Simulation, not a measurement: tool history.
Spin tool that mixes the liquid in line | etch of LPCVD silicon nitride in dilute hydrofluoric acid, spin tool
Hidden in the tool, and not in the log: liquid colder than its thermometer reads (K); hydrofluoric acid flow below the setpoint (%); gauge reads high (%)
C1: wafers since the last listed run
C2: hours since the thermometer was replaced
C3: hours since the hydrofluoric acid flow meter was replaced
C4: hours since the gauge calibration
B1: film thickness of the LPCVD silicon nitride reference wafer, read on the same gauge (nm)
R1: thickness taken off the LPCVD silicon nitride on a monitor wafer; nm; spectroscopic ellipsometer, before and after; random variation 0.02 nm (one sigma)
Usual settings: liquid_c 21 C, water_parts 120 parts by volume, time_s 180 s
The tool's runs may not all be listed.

run 1 hour=0 | liquid_c=22.5 water_parts=120 time_s=180 | C1=0 C2=1026.5 C3=639.6 C4=333.8 | B1=70.018 | R1=0.746
run 2 hour=26.1 | liquid_c=22.5 water_parts=120 time_s=180 | C1=111 C2=1052.6 C3=665.7 C4=359.9 | B1=70 | R1=0.733
run 3 hour=48.5 | liquid_c=21 water_parts=120 time_s=180 | C1=95 C2=1075 C3=688.1 C4=382.3 | B1=70.039 | R1=0.681
run 4 hour=80.1 | liquid_c=25 water_parts=120 time_s=180 | C1=135 C2=1106.6 C3=719.7 C4=413.9 | B1=69.999 | R1=0.891
run 5 hour=152.3 | liquid_c=25 water_parts=120 time_s=180 | C1=308 C2=1178.8 C3=791.9 C4=486.1 | B1=70.029 | R1=0.904
run 6 hour=175.8 | liquid_c=25 water_parts=120 time_s=180 | C1=100 C2=1202.3 C3=815.4 C4=509.6 | B1=70.005 | R1=0.903
run 7 hour=188.7 | liquid_c=21 water_parts=120 time_s=180 | C1=55 C2=1215.2 C3=828.3 C4=522.5 | B1=69.98 | R1=0.691
run 8 hour=204.5 | liquid_c=25 water_parts=160 time_s=220 | C1=67 C2=1231 C3=844.1 C4=538.3 | B1=70.022 | R1=0.784
-- hour=255.1 gauge calibrated
-- hour=272 thermometer replaced
run 9 hour=306.5 | liquid_c=24 water_parts=75 time_s=90 | C1=432 C2=34.5 C3=946.1 C4=51.4 | B1=70.02 | R1=0.672
-- hour=310.6 hydrofluoric acid flow meter replaced
run 10 hour=339.6 | liquid_c=21 water_parts=120 time_s=180 | C1=137 C2=67.6 C3=29 C4=84.5 | B1=70.043 | R1=0.689
run 11 hour=354.9 | liquid_c=24 water_parts=140 time_s=145 | C1=65 C2=82.9 C3=44.3 C4=99.8 | B1=69.976 | R1=0.574
run 12 hour=390.1 | liquid_c=19.5 water_parts=120 time_s=180 | C1=150 C2=118.1 C3=79.5 C4=135 | B1=70.021 | R1=0.623
run 13 hour=424.7 | liquid_c=17.5 water_parts=175 time_s=120 | C1=148 C2=152.7 C3=114.1 C4=169.6 | B1=70.041 | R1=0.257
run 14 hour=490.5 | liquid_c=18.5 water_parts=150 time_s=260 | C1=281 C2=218.5 C3=179.9 C4=235.4 | B1=70.013 | R1=0.654

What the log doesn't show, run by run:
liquid colder than its thermometer reads (K): 0 in every run
hydrofluoric acid flow below the setpoint (%): 0 in every run
gauge reads high (%): 0 in every run

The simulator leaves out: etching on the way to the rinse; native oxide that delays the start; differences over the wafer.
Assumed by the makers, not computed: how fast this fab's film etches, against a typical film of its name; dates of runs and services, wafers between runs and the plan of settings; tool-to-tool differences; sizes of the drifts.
